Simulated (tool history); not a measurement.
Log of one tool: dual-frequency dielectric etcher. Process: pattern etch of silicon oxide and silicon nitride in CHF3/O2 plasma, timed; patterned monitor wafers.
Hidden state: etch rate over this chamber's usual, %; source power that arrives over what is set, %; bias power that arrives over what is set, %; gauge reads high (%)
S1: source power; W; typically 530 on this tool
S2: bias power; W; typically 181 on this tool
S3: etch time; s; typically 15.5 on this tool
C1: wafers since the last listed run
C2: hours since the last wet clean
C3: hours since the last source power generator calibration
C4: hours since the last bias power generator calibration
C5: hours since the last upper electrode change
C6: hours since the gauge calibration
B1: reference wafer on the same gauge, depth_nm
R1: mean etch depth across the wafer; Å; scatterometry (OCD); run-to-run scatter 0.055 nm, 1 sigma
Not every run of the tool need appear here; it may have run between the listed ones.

{"run": 1, "day": 0.0, "S1": 530, "S2": 181, "S3": 16.5, "C1": 0, "C2": 226.5, "C3": 1087.1, "C4": 1468.2, "C5": 4832.0, "C6": 413.9, "B1": 26.11, "R1": 237.5}
{"run": 2, "day": 2.358, "S1": 530, "S2": 181, "S3": 16.5, "C1": 1088, "C2": 283.1, "C3": 1143.7, "C4": 1524.8, "C5": 4888.6, "C6": 470.5, "B1": 26.11, "R1": 237.4}
{"run": 3, "day": 3.504, "S1": 530, "S2": 181, "S3": 16.5, "C1": 528, "C2": 310.6, "C3": 1171.2, "C4": 1552.3, "C5": 4916.1, "C6": 498.0, "B1": 26.1, "R1": 237.1}
{"run": 4, "day": 6.492, "S1": 530, "S2": 181, "S3": 15.5, "C1": 1378, "C2": 382.3, "C3": 1242.9, "C4": 1624.0, "C5": 4987.8, "C6": 569.7, "B1": 26.1, "R1": 222.0}
{"run": 5, "day": 7.788, "S1": 530, "S2": 181, "S3": 15.5, "C1": 598, "C2": 413.4, "C3": 1274.0, "C4": 1655.1, "C5": 5018.9, "C6": 600.8, "B1": 26.12, "R1": 222.6}
{"run": 6, "day": 10.396, "S1": 530, "S2": 181, "S3": 15.5, "C1": 1203, "C2": 476.0, "C3": 1336.6, "C4": 1717.7, "C5": 5081.5, "C6": 663.4, "B1": 26.1, "R1": 222.7}
{"run": 7, "day": 11.75, "S1": 530, "S2": 181, "S3": 15.5, "C1": 624, "C2": 508.5, "C3": 1369.1, "C4": 1750.2, "C5": 5114.0, "C6": 695.9, "B1": 26.11, "R1": 223.0}
{"run": 8, "day": 14.375, "S1": 530, "S2": 181, "S3": 17.0, "C1": 1211, "C2": 571.5, "C3": 1432.1, "C4": 1813.2, "C5": 5177.0, "C6": 758.9, "B1": 26.09, "R1": 244.5}
{"run": 9, "day": 15.438, "S1": 530, "S2": 181, "S3": 17.0, "C1": 490, "C2": 597.0, "C3": 1457.6, "C4": 1838.7, "C5": 5202.5, "C6": 784.4, "B1": 26.11, "R1": 244.4}
{"run": 10, "day": 16.904, "S1": 530, "S2": 181, "S3": 15.5, "C1": 676, "C2": 632.2, "C3": 1492.8, "C4": 1873.9, "C5": 5237.7, "C6": 819.6, "B1": 26.11, "R1": 223.4}
{"day": 18.188, "done": "wet clean of the chamber"}
{"run": 11, "day": 18.225, "S1": 530, "S2": 181, "S3": 15.5, "C1": 148, "C2": 0.9, "C3": 1524.5, "C4": 1905.6, "C5": 5269.4, "C6": 851.3, "B1": 26.08, "R1": 222.3}
{"run": 12, "day": 20.992, "S1": 530, "S2": 181, "S3": 15.5, "C1": 1276, "C2": 67.3, "C3": 1590.9, "C4": 1972.0, "C5": 5335.8, "C6": 917.7, "B1": 26.07, "R1": 221.5}
{"day": 21.446, "done": "gauge calibrated"}
{"day": 22.275, "done": "upper electrode replaced"}
{"run": 13, "day": 22.896, "S1": 530, "S2": 181, "S3": 15.5, "C1": 417, "C2": 113.0, "C3": 1636.6, "C4": 2017.7, "C5": 14.9, "C6": 34.8, "B1": 26.08, "R1": 222.7}
{"run": 14, "day": 24.321, "S1": 450, "S2": 145, "S3": 15.5, "C1": 657, "C2": 147.2, "C3": 1670.8, "C4": 2051.9, "C5": 49.1, "C6": 69.0, "B1": 26.09, "R1": 195.6}
{"run": 15, "day": 25.888, "S1": 530, "S2": 181, "S3": 13.5, "C1": 723, "C2": 184.8, "C3": 1708.4, "C4": 2089.5, "C5": 86.7, "C6": 106.6, "B1": 26.1, "R1": 193.5}
{"run": 16, "day": 28.717, "S1": 480, "S2": 195, "S3": 17.0, "C1": 1305, "C2": 252.7, "C3": 1776.3, "C4": 2157.4, "C5": 154.6, "C6": 174.5, "B1": 26.08, "R1": 245.5}
{"run": 17, "day": 31.212, "S1": 580, "S2": 141, "S3": 20.0, "C1": 1151, "C2": 312.6, "C3": 1836.2, "C4": 2217.3, "C5": 214.5, "C6": 234.4, "B1": 26.09, "R1": 266.1}
{"run": 18, "day": 32.5, "S1": 660, "S2": 199, "S3": 18.0, "C1": 594, "C2": 343.5, "C3": 1867.1, "C4": 2248.2, "C5": 245.4, "C6": 265.3, "B1": 26.13, "R1": 283.4}
{"run": 19, "day": 33.867, "S1": 650, "S2": 181, "S3": 17.0, "C1": 630, "C2": 376.3, "C3": 1899.9, "C4": 2281.0, "C5": 278.2, "C6": 298.1, "B1": 26.11, "R1": 257.4}
{"day": 35.858, "done": "bias power generator calibrated"}
{"run": 20, "day": 35.879, "S1": 530, "S2": 181, "S3": 18.5, "C1": 851, "C2": 424.6, "C3": 1948.2, "C4": 0.5, "C5": 326.5, "C6": 346.4, "B1": 26.09, "R1": 271.9}
{"day": 36.521, "done": "source power generator calibrated"}
{"run": 21, "day": 38.371, "S1": 530, "S2": 181, "S3": 15.5, "C1": 1072, "C2": 484.4, "C3": 44.4, "C4": 60.3, "C5": 386.3, "C6": 406.2, "B1": 26.12, "R1": 226.5}
{"run": 22, "day": 39.496, "S1": 530, "S2": 181, "S3": 16.5, "C1": 519, "C2": 511.4, "C3": 71.4, "C4": 87.3, "C5": 413.3, "C6": 433.2, "B1": 26.09, "R1": 241.0}
{"run": 23, "day": 41.092, "S1": 530, "S2": 219, "S3": 15.5, "C1": 736, "C2": 549.7, "C3": 109.7, "C4": 125.6, "C5": 451.6, "C6": 471.5, "B1": 26.09, "R1": 245.5}
{"run": 24, "day": 43.871, "S1": 570, "S2": 181, "S3": 15.5, "C1": 1282, "C2": 616.4, "C3": 176.4, "C4": 192.3, "C5": 518.3, "C6": 538.2, "B1": 26.11, "R1": 230.0}
{"day": 46.042, "done": "wet clean of the chamber"}
{"run": 25, "day": 46.817, "S1": 530, "S2": 181, "S3": 18.0, "C1": 897, "C2": 18.6, "C3": 247.1, "C4": 263.0, "C5": 589.0, "C6": 608.9, "B1": 26.11, "R1": 262.4}
{"run": 26, "day": 48.3, "S1": 450, "S2": 204, "S3": 15.5, "C1": 684, "C2": 54.2, "C3": 282.7, "C4": 298.6, "C5": 624.6, "C6": 644.5, "B1": 26.09, "R1": 227.9}

Consider 4 possible next runs. They are alternatives, not a sequence: every one starts from the tool as it was left by run 26. What does each give?
{"run": "A", "day": 48.317, "S1": 530, "S2": 181, "S3": 14.0, "C1": 7, "C2": 54.6, "C3": 283.1, "C4": 299.0, "C5": 625.0, "C6": 644.9, "B1": "?", "R1": "?"}
{"run": "B", "day": 48.317, "S1": 410, "S2": 181, "S3": 19.5, "C1": 7, "C2": 54.6, "C3": 283.1, "C4": 299.0, "C5": 625.0, "C6": 644.9, "B1": "?", "R1": "?"}
{"run": "C", "day": 48.317, "S1": 490, "S2": 161, "S3": 12.0, "C1": 7, "C2": 54.6, "C3": 283.1, "C4": 299.0, "C5": 625.0, "C6": 644.9, "B1": "?", "R1": "?"}
{"run": "D", "day": 48.317, "S1": 630, "S2": 154, "S3": 19.0, "C1": 7, "C2": 54.6, "C3": 283.1, "C4": 299.0, "C5": 625.0, "C6": 644.9, "B1": "?", "R1": "?"}

run=A B1=26.10 R1=203.9
run=B B1=26.10 R1=267.2
run=C B1=26.10 R1=163.5
run=D B1=26.10 R1=271.4
Stripped of hidden state, with their random variation kept, the same runs would have yielded:
run=A R1=204.7
run=B R1=268.2
run=C R1=164.1
run=D R1=272.3
